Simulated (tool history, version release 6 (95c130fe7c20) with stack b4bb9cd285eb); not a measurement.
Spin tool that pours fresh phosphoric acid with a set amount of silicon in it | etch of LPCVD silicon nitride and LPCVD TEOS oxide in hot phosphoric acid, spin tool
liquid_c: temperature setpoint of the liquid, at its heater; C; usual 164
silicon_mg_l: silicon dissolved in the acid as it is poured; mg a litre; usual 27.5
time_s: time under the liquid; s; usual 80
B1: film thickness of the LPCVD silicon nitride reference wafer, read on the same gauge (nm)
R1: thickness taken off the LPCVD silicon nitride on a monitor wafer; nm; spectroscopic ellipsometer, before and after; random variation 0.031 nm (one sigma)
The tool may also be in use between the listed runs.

run 1 hour=0 | liquid_c=164 silicon_mg_l=27.5 time_s=80 | B1=40.03 | R1=7.32
run 2 hour=82.6 | liquid_c=164 silicon_mg_l=27.5 time_s=80 | B1=40.01 | R1=7.31
run 3 hour=130.9 | liquid_c=164 silicon_mg_l=27.5 time_s=80 | B1=40.01 | R1=7.34
run 4 hour=212.5 | liquid_c=164 silicon_mg_l=27.5 time_s=105 | B1=40 | R1=9.69
run 5 hour=284.1 | liquid_c=164 silicon_mg_l=27.5 time_s=80 | B1=40.06 | R1=7.4
run 6 hour=382.5 | liquid_c=164 silicon_mg_l=27.5 time_s=80 | B1=40 | R1=7.4
-- hour=445.4 gauge calibrated
run 7 hour=469.2 | liquid_c=164 silicon_mg_l=13 time_s=80 | B1=39.97 | R1=7.4
run 8 hour=516.9 | liquid_c=164 silicon_mg_l=13 time_s=80 | B1=40.01 | R1=7.44
-- hour=567.4 heated supply line repaired
run 9 hour=665.4 | liquid_c=164 silicon_mg_l=13 time_s=80 | B1=39.99 | R1=7.47
-- hour=731.9 dissolved silicon flow meter replaced
run 10 hour=772.5 | liquid_c=164 silicon_mg_l=27.5 time_s=80 | B1=40.05 | R1=7.47
run 11 hour=812 | liquid_c=163 silicon_mg_l=27.5 time_s=80 | B1=40.02 | R1=7.21
run 12 hour=870.5 | liquid_c=164 silicon_mg_l=27.5 time_s=80 | B1=39.97 | R1=7.46
run 13 hour=951.5 | liquid_c=164 silicon_mg_l=27.5 time_s=80 | B1=40.01 | R1=7.48
run 14 hour=1007.5 | liquid_c=164 silicon_mg_l=27.5 time_s=80 | B1=39.99 | R1=7.5
-- hour=1046.7 thermometer replaced
run 15 hour=1114.6 | liquid_c=165 silicon_mg_l=41.5 time_s=110 | B1=40 | R1=10.29
run 16 hour=1184.3 | liquid_c=162 silicon_mg_l=44.5 time_s=55 | B1=40.03 | R1=4.68
run 17 hour=1231.7 | liquid_c=165.5 silicon_mg_l=35 time_s=125 | B1=40.04 | R1=11.91
run 18 hour=1285.3 | liquid_c=162.5 silicon_mg_l=43.5 time_s=115 | B1=40.03 | R1=9.86
-- hour=1292.9 gauge calibrated
run 19 hour=1340 | liquid_c=164 silicon_mg_l=45 time_s=50 | B1=40.02 | R1=4.55

The next listed run, before its measurement:
run 20 hour=1416.3 | liquid_c=166.5 silicon_mg_l=27.5 time_s=45 | B1=? | R1=?

{"run 20": {"B1": 40.01, "R1": 4.47}}
Without the tool's hidden state the same run would have given R1 4.43 nm.
